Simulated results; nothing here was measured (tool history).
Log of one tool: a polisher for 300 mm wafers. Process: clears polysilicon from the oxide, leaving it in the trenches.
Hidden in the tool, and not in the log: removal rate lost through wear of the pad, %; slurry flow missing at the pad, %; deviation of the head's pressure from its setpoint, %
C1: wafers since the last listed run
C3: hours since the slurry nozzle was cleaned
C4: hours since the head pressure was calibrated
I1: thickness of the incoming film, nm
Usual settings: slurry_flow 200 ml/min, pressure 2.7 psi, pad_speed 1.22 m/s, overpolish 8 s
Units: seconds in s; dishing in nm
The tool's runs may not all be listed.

{"run": 1, "day": 0.0, "slurry_flow": 200, "pressure": 2.7, "pad_speed": 1.22, "overpolish": 8, "C1": 0, "wafers polished on this pad": 2089, "C3": 240.9, "C4": 360.1, "I1": 570.5, "seconds": 30.9, "dishing": 69.3}
{"run": 2, "day": 0.642, "slurry_flow": 200, "pressure": 2.7, "pad_speed": 1.22, "overpolish": 8, "C1": 234, "wafers polished on this pad": 2324, "C3": 256.3, "C4": 375.5, "I1": 565.2, "seconds": 30.7, "dishing": 71}
{"run": 3, "day": 1.679, "slurry_flow": 200, "pressure": 2.7, "pad_speed": 1.22, "overpolish": 8, "C1": 379, "wafers polished on this pad": 2703, "C3": 281.2, "C4": 400.4, "I1": 551.6, "seconds": 29.5, "dishing": 68.1}
{"run": 4, "day": 2.421, "slurry_flow": 220, "pressure": 2.7, "pad_speed": 1.22, "overpolish": 8, "C1": 271, "wafers polished on this pad": 2974, "C3": 299, "C4": 418.2, "I1": 557.1, "seconds": 30.2, "dishing": 70}
{"day": 3.238, "done": "slurry nozzle cleaned"}
{"day": 3.296, "done": "worn pad replaced by a new one"}
{"run": 5, "day": 3.517, "slurry_flow": 220, "pressure": 2.7, "pad_speed": 1.22, "overpolish": 8, "C1": 363, "wafers polished on this pad": 80, "C3": 6.7, "C4": 444.5, "I1": 560.3, "seconds": 30, "dishing": 69.8}
{"run": 6, "day": 4.675, "slurry_flow": 220, "pressure": 2.7, "pad_speed": 1.22, "overpolish": 8, "C1": 423, "wafers polished on this pad": 503, "C3": 34.5, "C4": 472.3, "I1": 551, "seconds": 30, "dishing": 70.8}
{"run": 7, "day": 5.333, "slurry_flow": 200, "pressure": 2.7, "pad_speed": 0.92, "overpolish": 8, "C1": 240, "wafers polished on this pad": 744, "C3": 50.3, "C4": 488.1, "I1": 558.9, "seconds": 39.7, "dishing": 62.2}
{"run": 8, "day": 6.617, "slurry_flow": 200, "pressure": 2.7, "pad_speed": 1.22, "overpolish": 8, "C1": 468, "wafers polished on this pad": 1213, "C3": 81.1, "C4": 518.9, "I1": 552.8, "seconds": 30.5, "dishing": 70.2}
{"run": 9, "day": 9.042, "slurry_flow": 200, "pressure": 2.7, "pad_speed": 1.22, "overpolish": 8, "C1": 886, "wafers polished on this pad": 2099, "C3": 139.3, "C4": 577.1, "I1": 552.8, "seconds": 30.7, "dishing": 69.1}
{"run": 10, "day": 10.125, "slurry_flow": 200, "pressure": 2.7, "pad_speed": 1.22, "overpolish": 8, "C1": 395, "wafers polished on this pad": 2495, "C3": 165.3, "C4": 603.1, "I1": 553.9, "seconds": 29.8, "dishing": 68.9}
{"run": 11, "day": 11.233, "slurry_flow": 200, "pressure": 2.7, "pad_speed": 1.22, "overpolish": 8, "C1": 405, "wafers polished on this pad": 2900, "C3": 191.9, "C4": 629.7, "I1": 563, "seconds": 30.9, "dishing": 69.8}
{"day": 11.638, "done": "worn pad replaced by a new one"}
{"run": 12, "day": 12.483, "slurry_flow": 200, "pressure": 2.7, "pad_speed": 1.22, "overpolish": 8, "C1": 395, "wafers polished on this pad": 308, "C3": 221.9, "C4": 659.7, "I1": 562.2, "seconds": 29.5, "dishing": 68.8}
{"run": 13, "day": 13.412, "slurry_flow": 200, "pressure": 2.7, "pad_speed": 1.22, "overpolish": 8, "C1": 339, "wafers polished on this pad": 648, "C3": 244.2, "C4": 682, "I1": 559.7, "seconds": 31.4, "dishing": 68.8}
{"run": 14, "day": 14.388, "slurry_flow": 200, "pressure": 2.7, "pad_speed": 1.22, "overpolish": 6, "C1": 356, "wafers polished on this pad": 1004, "C3": 267.6, "C4": 705.4, "I1": 549.2, "seconds": 29.9, "dishing": 61.2}
{"day": 17.171, "done": "slurry nozzle cleaned"}
{"run": 15, "day": 18.338, "slurry_flow": 200, "pressure": 2.7, "pad_speed": 1.22, "overpolish": 6, "C1": 1428, "wafers polished on this pad": 2432, "C3": 28, "C4": 800.2, "I1": 566.3, "seconds": 30.7, "dishing": 61.7}
{"run": 16, "day": 19.208, "slurry_flow": 200, "pressure": 2.7, "pad_speed": 1.22, "overpolish": 6, "C1": 318, "wafers polished on this pad": 2750, "C3": 48.9, "C4": 821.1, "I1": 552.9, "seconds": 29.3, "dishing": 61.5}
{"day": 19.625, "done": "worn pad replaced by a new one"}
{"run": 17, "day": 20.575, "slurry_flow": 200, "pressure": 2.7, "pad_speed": 1.22, "overpolish": 8, "C1": 438, "wafers polished on this pad": 347, "C3": 81.7, "C4": 853.9, "I1": 549.3, "seconds": 29.5, "dishing": 71.5}
{"run": 18, "day": 21.779, "slurry_flow": 200, "pressure": 2.7, "pad_speed": 1.22, "overpolish": 8, "C1": 440, "wafers polished on this pad": 787, "C3": 110.6, "C4": 882.8, "I1": 560.2, "seconds": 30.4, "dishing": 69.5}
{"run": 19, "day": 23.112, "slurry_flow": 165, "pressure": 2.7, "pad_speed": 1.56, "overpolish": 8, "C1": 487, "wafers polished on this pad": 1274, "C3": 142.6, "C4": 914.8, "I1": 553.8, "seconds": 24.3, "dishing": 74.9}
{"run": 20, "day": 24.138, "slurry_flow": 140, "pressure": 2.7, "pad_speed": 1.22, "overpolish": 8, "C1": 374, "wafers polished on this pad": 1649, "C3": 167.2, "C4": 939.4, "I1": 562.8, "seconds": 31.1, "dishing": 67.5}
{"day": 25.283, "done": "head pressure recalibrated"}
{"run": 21, "day": 25.571, "slurry_flow": 200, "pressure": 2.7, "pad_speed": 1.22, "overpolish": 8, "C1": 493, "wafers polished on this pad": 2142, "C3": 201.6, "C4": 6.9, "I1": 555, "seconds": 30.5, "dishing": 67.4}
{"run": 22, "day": 26.279, "slurry_flow": 200, "pressure": 2.7, "pad_speed": 1.22, "overpolish": 8, "C1": 258, "wafers polished on this pad": 2401, "C3": 218.6, "C4": 23.9, "I1": 556.3, "seconds": 30, "dishing": 70}
{"run": 23, "day": 27.667, "slurry_flow": 200, "pressure": 2.7, "pad_speed": 1.22, "overpolish": 8, "C1": 507, "wafers polished on this pad": 2908, "C3": 251.9, "C4": 57.2, "I1": 563.6, "seconds": 30.4, "dishing": 70.9}
{"run": 24, "day": 28.804, "slurry_flow": 150, "pressure": 2.5, "pad_speed": 0.94, "overpolish": 12, "C1": 415, "wafers polished on this pad": 3324, "C3": 279.2, "C4": 84.5, "I1": 559.4, "seconds": 42.5, "dishing": 69.9}
{"day": 28.979, "done": "worn pad replaced by a new one"}
{"run": 25, "day": 29.429, "slurry_flow": 200, "pressure": 2.7, "pad_speed": 1.22, "overpolish": 8, "C1": 167, "wafers polished on this pad": 163, "C3": 294.2, "C4": 99.5, "I1": 554.8, "seconds": 30.1, "dishing": 68}
{"run": 26, "day": 30.117, "slurry_flow": 200, "pressure": 2.7, "pad_speed": 1.22, "overpolish": 12, "C1": 251, "wafers polished on this pad": 415, "C3": 310.7, "C4": 116, "I1": 556.5, "seconds": 29.7, "dishing": 77.1}
{"day": 30.775, "done": "slurry nozzle cleaned"}
{"run": 27, "day": 31.396, "slurry_flow": 150, "pressure": 2.3, "pad_speed": 1.1, "overpolish": 4, "C1": 452, "wafers polished on this pad": 867, "C3": 14.9, "C4": 146.7, "I1": 562.2, "seconds": 40.9, "dishing": 41.9}
{"run": 28, "day": 32.383, "slurry_flow": 180, "pressure": 2.5, "pad_speed": 1.22, "overpolish": 12, "C1": 360, "wafers polished on this pad": 1228, "C3": 38.6, "C4": 170.4, "I1": 559.5, "seconds": 32.5, "dishing": 74.4}
{"run": 29, "day": 33.838, "slurry_flow": 170, "pressure": 2.7, "pad_speed": 0.84, "overpolish": 4, "C1": 531, "wafers polished on this pad": 1759, "C3": 73.5, "C4": 205.3, "I1": 558.8, "seconds": 42.8, "dishing": 38.9}
{"run": 30, "day": 34.467, "slurry_flow": 200, "pressure": 2.7, "pad_speed": 1.22, "overpolish": 8, "C1": 229, "wafers polished on this pad": 1989, "C3": 88.6, "C4": 220.4, "I1": 555, "seconds": 29.5, "dishing": 67.7}
{"run": 31, "day": 35.438, "slurry_flow": 200, "pressure": 2.7, "pad_speed": 1.22, "overpolish": 8, "C1": 354, "wafers polished on this pad": 2344, "C3": 111.9, "C4": 243.7, "I1": 556.6, "seconds": 30.4, "dishing": 66.6}
{"day": 36.433, "done": "worn pad replaced by a new one"}
{"run": 32, "day": 36.862, "slurry_flow": 200, "pressure": 2, "pad_speed": 0.94, "overpolish": 10, "C1": 459, "wafers polished on this pad": 156, "C3": 146.1, "C4": 277.9, "I1": 561.2, "seconds": 53.1, "dishing": 59.8}
{"run": 33, "day": 37.671, "slurry_flow": 170, "pressure": 2.7, "pad_speed": 0.84, "overpolish": 4, "C1": 295, "wafers polished on this pad": 451, "C3": 165.5, "C4": 297.3, "I1": 561.9, "seconds": 44.6, "dishing": 38.2}
{"run": 34, "day": 38.992, "slurry_flow": 200, "pressure": 3.4, "pad_speed": 1.22, "overpolish": 4, "C1": 482, "wafers polished on this pad": 934, "C3": 197.2, "C4": 329, "I1": 567, "seconds": 24.5, "dishing": 55.7}
{"run": 35, "day": 40.117, "slurry_flow": 200, "pressure": 2.7, "pad_speed": 1.22, "overpolish": 13, "C1": 411, "wafers polished on this pad": 1345, "C3": 224.2, "C4": 356, "I1": 553.9, "seconds": 30, "dishing": 77.2}
{"run": 36, "day": 41.538, "slurry_flow": 200, "pressure": 3.1, "pad_speed": 1.22, "overpolish": 8, "C1": 519, "wafers polished on this pad": 1864, "C3": 258.3, "C4": 390.1, "I1": 565.1, "seconds": 26.4, "dishing": 71.7}

Forecast each of these 3 alternatives for the next run:
{"run": "A", "day": 41.554, "slurry_flow": 200, "pressure": 2.7, "pad_speed": 1.22, "overpolish": 10, "C1": 6, "wafers polished on this pad": 1870, "C3": 258.7, "C4": 390.5, "I1": 565.2, "seconds": "?", "dishing": "?"}
{"run": "B", "day": 41.554, "slurry_flow": 200, "pressure": 2.7, "pad_speed": 1.22, "overpolish": 11, "C1": 6, "wafers polished on this pad": 1870, "C3": 258.7, "C4": 390.5, "I1": 565.2, "seconds": "?", "dishing": "?"}
{"run": "C", "day": 41.554, "slurry_flow": 145, "pressure": 2.7, "pad_speed": 1.22, "overpolish": 8, "C1": 6, "wafers polished on this pad": 1870, "C3": 258.7, "C4": 390.5, "I1": 565.2, "seconds": "?", "dishing": "?"}

run=A seconds=31.4 dishing=74.5
run=B seconds=31.4 dishing=76.1
run=C seconds=32.4 dishing=69.2
Without the tool's hidden state the same runs would have given:
run=A seconds=31.4 dishing=74.5
run=B seconds=31.4 dishing=76.1
run=C seconds=32.4 dishing=69.2
